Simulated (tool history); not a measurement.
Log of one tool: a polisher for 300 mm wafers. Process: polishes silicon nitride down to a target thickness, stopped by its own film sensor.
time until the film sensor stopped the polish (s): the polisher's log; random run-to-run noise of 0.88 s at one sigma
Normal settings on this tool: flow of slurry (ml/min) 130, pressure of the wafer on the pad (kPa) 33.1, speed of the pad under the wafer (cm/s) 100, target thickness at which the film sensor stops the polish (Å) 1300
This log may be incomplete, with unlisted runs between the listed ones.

run	hour	flow of slurry (ml/min)	pressure of the wafer on the pad (kPa)	speed of the pad under the wafer (cm/s)	target thickness at which the film sensor stops the polish (Å)	incoming thickness of the incoming film, nm	time until the film sensor stopped the polish (s)
1	0	130	33.1	100	1300	359.6	86.8
2	96.8	130	33.1	100	1300	354.1	84
3	179.2	130	33.1	100	1300	357.1	83.5
4	269.6	130	33.1	100	1300	357	84
5	321.9	130	33.1	100	1300	357.7	83.2
6	385.1	130	33.1	100	1300	363.3	84.1
7	465.4	130	33.1	72	1300	360.4	105.8
8	554	130	33.1	82	1300	363.9	97.3
9	642.7	130	33.1	100	960	358	93
10	726.2	130	33.1	100	960	358.3	93
11	793.5	130	33.1	100	960	363.1	94
12	840.3	130	33.1	100	1300	362.5	81.1
13	916	130	33.1	100	1300	354.6	83.5
14	953.1	130	33.1	100	1300	367.5	90.2
15	1044	130	33.1	100	1300	356.4	84
16	1107.7	160	33.1	100	910	358.5	98.1
17	1173.2	130	33.1	88	1780	353.7	71.6
18	1213.7	130	33.1	100	960	354.2	93.7
19	1301.7	145	28.3	132	1300	364.2	76
20	1405.1	130	36.5	78	1300	356.9	94.8
21	1448.6	110	41.4	134	1300	364.2	54.5
22	1551.1	130	22.1	100	1300	366.5	127.5
23	1612.4	160	33.1	128	1300	356.4	60.4
24	1814.7	130	33.1	126	820	364.9	78
25	1922.3	95	33.1	100	1300	362	97.7
26	2004.3	110	41.4	134	1300	357.4	54.5
27	2075.9	100	22.8	70	770	360	241.8
28	2171.2	115	44.1	114	1300	364	58.5
29	2327	130	33.1	100	1300	360.2	82.8
30	2379.9	130	24.1	126	1650	361.3	79
31	2487.5	130	26.9	80	1300	367.6	127.9
32	2536.4	130	33.1	116	1300	360	69.9
33	2588.4	145	33.1	100	1300	362.9	78.3

Withheld: 12 entries from between the runs. Position of each, and hidden state at the listed run before versus the listed run after:
In the gap between runs 3 and 4: slurry nozzle cleaned (hour 198.1); worn pad replaced by a new one (hour 254.2)
  deviation of the head's pressure from its setpoint, %: 3.58 -> 4.58
  measured less the result without the state, time until the film sensor stopped the polish (s): -2.2 -> -2.9
In the gap between runs 10 and 11: slurry nozzle cleaned (hour 741.9)
  deviation of the head's pressure from its setpoint, %: 9.65 -> 10.4
  measured less the result without the state, time until the film sensor stopped the polish (s): -6.5 -> -7.1
In the gap between runs 11 and 12: worn pad replaced by a new one (hour 810.4)
  deviation of the head's pressure from its setpoint, %: 10.4 -> 10.9
  measured less the result without the state, time until the film sensor stopped the polish (s): -7.1 -> -6.5
In the gap between runs 12 and 13: head pressure recalibrated (hour 889.2)
  deviation of the head's pressure from its setpoint, %: 10.9 -> 0.411
  measured less the result without the state, time until the film sensor stopped the polish (s): -6.5 -> -0.2
In the gap between runs 18 and 19: worn pad replaced by a new one, of another model than before (hour 1287.5)
  deviation of the head's pressure from its setpoint, %: 3.71 -> 4.69
  measured less the result without the state, time until the film sensor stopped the polish (s): -2.5 -> -3.6
In the gap between runs 19 and 20: slurry nozzle cleaned (hour 1334.2)
  deviation of the head's pressure from its setpoint, %: 4.69 -> 5.84
  measured less the result without the state, time until the film sensor stopped the polish (s): -3.6 -> -5.5
In the gap between runs 23 and 24: worn pad replaced by a new one (hour 1811.8)
  deviation of the head's pressure from its setpoint, %: 8.14 -> 10.4
  measured less the result without the state, time until the film sensor stopped the polish (s): -5 -> -8.1
In the gap between runs 24 and 25: head pressure recalibrated (hour 1874.4); slurry nozzle cleaned (hour 1888.9)
  deviation of the head's pressure from its setpoint, %: 10.4 -> 1.03
  measured less the result without the state, time until the film sensor stopped the polish (s): -8.1 -> -1.1
In the gap between runs 28 and 29: worn pad replaced by a new one (hour 2274.7)
  deviation of the head's pressure from its setpoint, %: 3.79 -> 5.52
  measured less the result without the state, time until the film sensor stopped the polish (s): -2.2 -> -4.6
In the gap between runs 30 and 31: slurry nozzle cleaned (hour 2406.5)
  deviation of the head's pressure from its setpoint, %: 6.11 -> 7.3
  measured less the result without the state, time until the film sensor stopped the polish (s): -4.8 -> -9.4
